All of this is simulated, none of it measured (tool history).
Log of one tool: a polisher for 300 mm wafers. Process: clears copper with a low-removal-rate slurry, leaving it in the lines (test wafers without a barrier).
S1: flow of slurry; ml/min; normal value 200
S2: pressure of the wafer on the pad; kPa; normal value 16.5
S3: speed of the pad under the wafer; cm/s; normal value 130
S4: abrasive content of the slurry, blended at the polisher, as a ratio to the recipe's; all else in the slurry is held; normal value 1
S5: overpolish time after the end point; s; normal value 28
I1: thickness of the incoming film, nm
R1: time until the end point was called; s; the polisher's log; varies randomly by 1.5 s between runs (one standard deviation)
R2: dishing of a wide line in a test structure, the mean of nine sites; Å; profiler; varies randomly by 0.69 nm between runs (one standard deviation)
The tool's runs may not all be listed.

| run | hour | S1 | S2 | S3 | S4 | S5 | I1 | R1 | R2 |
|---|---|---|---|---|---|---|---|---|---|
| 1 | 0 | 200 | 16.5 | 158 | 1 | 28 | 404.9 | 92.3 | 766 |
| 2 | 18.1 | 200 | 16.5 | 158 | 1 | 28 | 401.9 | 94.9 | 744 |
|  | 29.8 | worn pad replaced by a new one |
| 3 | 43.7 | 200 | 20 | 130 | 1 | 18 | 404.3 | 98.4 | 536 |
| 4 | 68.3 | 200 | 16.5 | 130 | 1 | 28 | 403.6 | 114.1 | 661 |
| 5 | 82.9 | 200 | 16.5 | 130 | 1 | 28 | 401.5 | 113.1 | 659 |
| 6 | 110.3 | 200 | 16.5 | 130 | 1 | 28 | 401.7 | 112.3 | 666 |
| 7 | 142.2 | 200 | 16.5 | 130 | 1 | 28 | 398.6 | 113.7 | 674 |
| 8 | 156.3 | 200 | 16.5 | 130 | 1 | 28 | 395.2 | 112 | 677 |
|  | 164 | slurry nozzle cleaned |
| 9 | 172.6 | 200 | 16.5 | 130 | 1 | 28 | 399.5 | 111.2 | 669 |
| 10 | 193.1 | 200 | 16.5 | 130 | 0.9 | 28 | 394.6 | 111.2 | 664 |
|  | 210.8 | worn pad replaced by a new one |
| 11 | 211.3 | 200 | 20 | 110 | 0.75 | 20 | 396.9 | 118.9 | 492 |
| 12 | 245.9 | 200 | 16.5 | 158 | 1 | 20 | 398.9 | 91.9 | 608 |
|  | 273.7 | slurry blender recalibrated |
| 13 | 275.5 | 255 | 16.5 | 130 | 1 | 36 | 392.6 | 105.9 | 810 |
| 14 | 296.1 | 200 | 21.4 | 164 | 1 | 28 | 401.7 | 70.9 | 938 |
| 15 | 323.5 | 165 | 13.1 | 130 | 1 | 28 | 402 | 139.7 | 555 |
| 16 | 354.6 | 200 | 16.5 | 130 | 1 | 28 | 397.8 | 108.7 | 687 |
| 17 | 378.8 | 200 | 20.7 | 130 | 1.25 | 28 | 400.6 | 85.2 | 820 |
|  | 383.6 | worn pad replaced by a new one |
| 18 | 401.7 | 200 | 16.5 | 130 | 1 | 16 | 398.1 | 108.5 | 438 |
|  | 423.8 | head pressure recalibrated |
| 19 | 424.5 | 200 | 19.3 | 130 | 0.8 | 28 | 399.2 | 113.4 | 665 |
| 20 | 444.4 | 230 | 16.5 | 130 | 1 | 28 | 405.5 | 117.6 | 633 |
| 21 | 477.2 | 200 | 12.4 | 130 | 1.15 | 17 | 404.9 | 147.2 | 352 |
| 22 | 508.5 | 220 | 13.8 | 130 | 1.1 | 14 | 397.7 | 133.3 | 329 |
| 23 | 542 | 200 | 15.2 | 88 | 1 | 28 | 400.8 | 186.6 | 451 |
|  | 566.4 | slurry blender recalibrated |
| 24 | 572.9 | 200 | 16.5 | 130 | 1.25 | 28 | 396.6 | 110.9 | 672 |
| 25 | 588.1 | 265 | 20.7 | 108 | 1.2 | 28 | 398.2 | 103.7 | 714 |
|  | 595.6 | worn pad replaced by a new one |
| 26 | 600.6 | 200 | 18.6 | 130 | 1 | 28 | 406.4 | 105.2 | 722 |
| 27 | 633.2 | 175 | 16.5 | 130 | 1 | 28 | 398.4 | 115.7 | 653 |

5 options for the next run, each taken on its own from the tool as it stands now. Forecast them:
| A | 633.7 | 200 | 16.5 | 152 | 1 | 28 | 395.9 | ? | ? |
| B | 633.7 | 225 | 16.5 | 86 | 1 | 28 | 395.9 | ? | ? |
| C | 633.7 | 180 | 21.4 | 130 | 1 | 28 | 395.9 | ? | ? |
| D | 633.7 | 150 | 16.5 | 130 | 1 | 28 | 395.9 | ? | ? |
| E | 633.7 | 200 | 18.6 | 130 | 1 | 18 | 395.9 | ? | ? |

| run | R1 | R2 |
|---|---|---|
| A | 98.9 | 736 |
| B | 172 | 482 |
| C | 94.7 | 781 |
| D | 121.5 | 634 |
| E | 104.8 | 508 |
Take away the tool's hidden state, keep each run's random variation, and the runs would have read:
| run | R1 | R2 |
|---|---|---|
| A | 105.8 | 695 |
| B | 184.1 | 453 |
| C | 101.3 | 737 |
| D | 130 | 597 |
| E | 112.1 | 478 |
